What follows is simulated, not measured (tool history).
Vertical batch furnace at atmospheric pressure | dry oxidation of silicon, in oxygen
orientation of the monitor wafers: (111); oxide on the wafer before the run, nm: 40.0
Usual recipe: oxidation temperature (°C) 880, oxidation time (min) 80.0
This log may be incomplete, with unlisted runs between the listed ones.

run,hour,oxidation temperature (°C),oxidation time (min),"read-back reference wafer on the same gauge, thickness",oxide thickness on the monitor wafer (angstrom)
1,0.0,870,80.0,65.18,525.5
2,26.7,870,80.0,65.21,525.8
3,63.2,880,80.0,65.24,543.6
4,91.7,880,80.0,65.20,544.1
5,201.4,880,80.0,65.22,544.3
6,232.2,880,80.0,65.23,544.5
7,266.7,880,80.0,65.20,542.9
8,306.3,880,80.0,65.19,544.0
9,377.1,880,68.5,65.24,522.4
10,430.6,891,80.0,65.20,567.7
11,498.3,891,80.0,65.18,573.7
12,550.2,893,117.0,65.15,656.0
13,580.8,880,109.5,65.22,600.5
14,648.5,857,106.0,65.19,540.6
15,680.0,900,113.0,65.20,673.0
16,737.8,871,120.0,65.19,593.7
17,772.1,866,97.5,65.23,547.0
18,804.0,880,57.0,65.18,507.7
19,871.8,899,44.5,65.14,510.2
20,929.2,899,44.5,65.20,509.2
21,986.6,880,80.0,65.18,548.6
22,1041.5,880,80.0,65.20,548.7
23,1071.2,872,102.0,65.19,564.4

Removed from this log: 3 entries logged between the listed runs. Between which two listed runs does each belong, and how does the tool's hidden state at the listed run before it compare with that at the listed run after it?
Run 10 -> run 11: boat lift adjusted (hour 497.8)
  monitor wafer colder than the profiled boat position, K: 3.89 -> 0.544
  the result without the hidden state subtracted from the measured one, oxide thickness on the monitor wafer (angstrom): -9.4 -> -1.3
Run 12 -> run 13: gauge calibrated (hour 575.9)
  monitor wafer colder than the profiled boat position, K: 0.668 -> 0.741
  the result without the hidden state subtracted from the measured one, oxide thickness on the monitor wafer (angstrom): -2.3 -> -2.1
Run 16 -> run 17: thermocouples replaced and temperature profile calibrated (hour 768.0)
  monitor wafer colder than the profiled boat position, K: 1.12 -> 1.2
  the result without the hidden state subtracted from the measured one, oxide thickness on the monitor wafer (angstrom): -3.1 -> -2.6
